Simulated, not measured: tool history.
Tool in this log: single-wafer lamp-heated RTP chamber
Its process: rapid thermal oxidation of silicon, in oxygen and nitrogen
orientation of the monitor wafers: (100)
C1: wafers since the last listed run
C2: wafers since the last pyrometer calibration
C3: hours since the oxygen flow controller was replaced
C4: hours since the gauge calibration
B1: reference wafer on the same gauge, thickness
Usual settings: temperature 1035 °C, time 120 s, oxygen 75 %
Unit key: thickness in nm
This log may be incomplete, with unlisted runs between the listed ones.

run 1 hour=0.0 | temperature=1020 time=120 oxygen=75 | C1=0 C2=7544 C3=4548.7 C4=120.1 | B1=8.583 | thickness=8.710
run 2 hour=23.1 | temperature=1035 time=120 oxygen=75 | C1=162 C2=7706 C3=4571.8 C4=143.2 | B1=8.586 | thickness=9.747
run 3 hour=51.3 | temperature=1035 time=120 oxygen=75 | C1=198 C2=7904 C3=4600.0 C4=171.4 | B1=8.601 | thickness=9.663
run 4 hour=74.9 | temperature=1035 time=120 oxygen=75 | C1=165 C2=8070 C3=4623.6 C4=195.0 | B1=8.592 | thickness=9.636
run 5 hour=89.7 | temperature=1035 time=120 oxygen=75 | C1=104 C2=8174 C3=4638.4 C4=209.8 | B1=8.578 | thickness=9.733
-- hour=117.3 gauge calibrated
-- hour=118.5 pyrometer window cleaned and pyrometer calibrated
run 6 hour=125.2 | temperature=1035 time=120 oxygen=75 | C1=193 C2=47 C3=4673.9 C4=7.9 | B1=8.592 | thickness=9.738
run 7 hour=155.5 | temperature=1035 time=120 oxygen=75 | C1=212 C2=259 C3=4704.2 C4=38.2 | B1=8.601 | thickness=9.704
run 8 hour=169.4 | temperature=1035 time=120 oxygen=75 | C1=97 C2=357 C3=4718.1 C4=52.1 | B1=8.590 | thickness=9.743
run 9 hour=204.0 | temperature=1063 time=78 oxygen=92 | C1=243 C2=600 C3=4752.7 C4=86.7 | B1=8.594 | thickness=10.410
run 10 hour=218.0 | temperature=1060 time=139 oxygen=75 | C1=98 C2=699 C3=4766.7 C4=100.7 | B1=8.589 | thickness=12.285

Run 11, settings as shown, results not yet in. Your forecast:
-- hour=230.7 oxygen flow controller replaced
run 11 hour=235.1 | temperature=1035 time=120 oxygen=75 | C1=63 C2=763 C3=4.4 C4=117.8 | B1=? | thickness=?

B1: 8.587
thickness: 9.609 nm
With no hidden state in the tool, this same run would have given thickness 9.609 nm.

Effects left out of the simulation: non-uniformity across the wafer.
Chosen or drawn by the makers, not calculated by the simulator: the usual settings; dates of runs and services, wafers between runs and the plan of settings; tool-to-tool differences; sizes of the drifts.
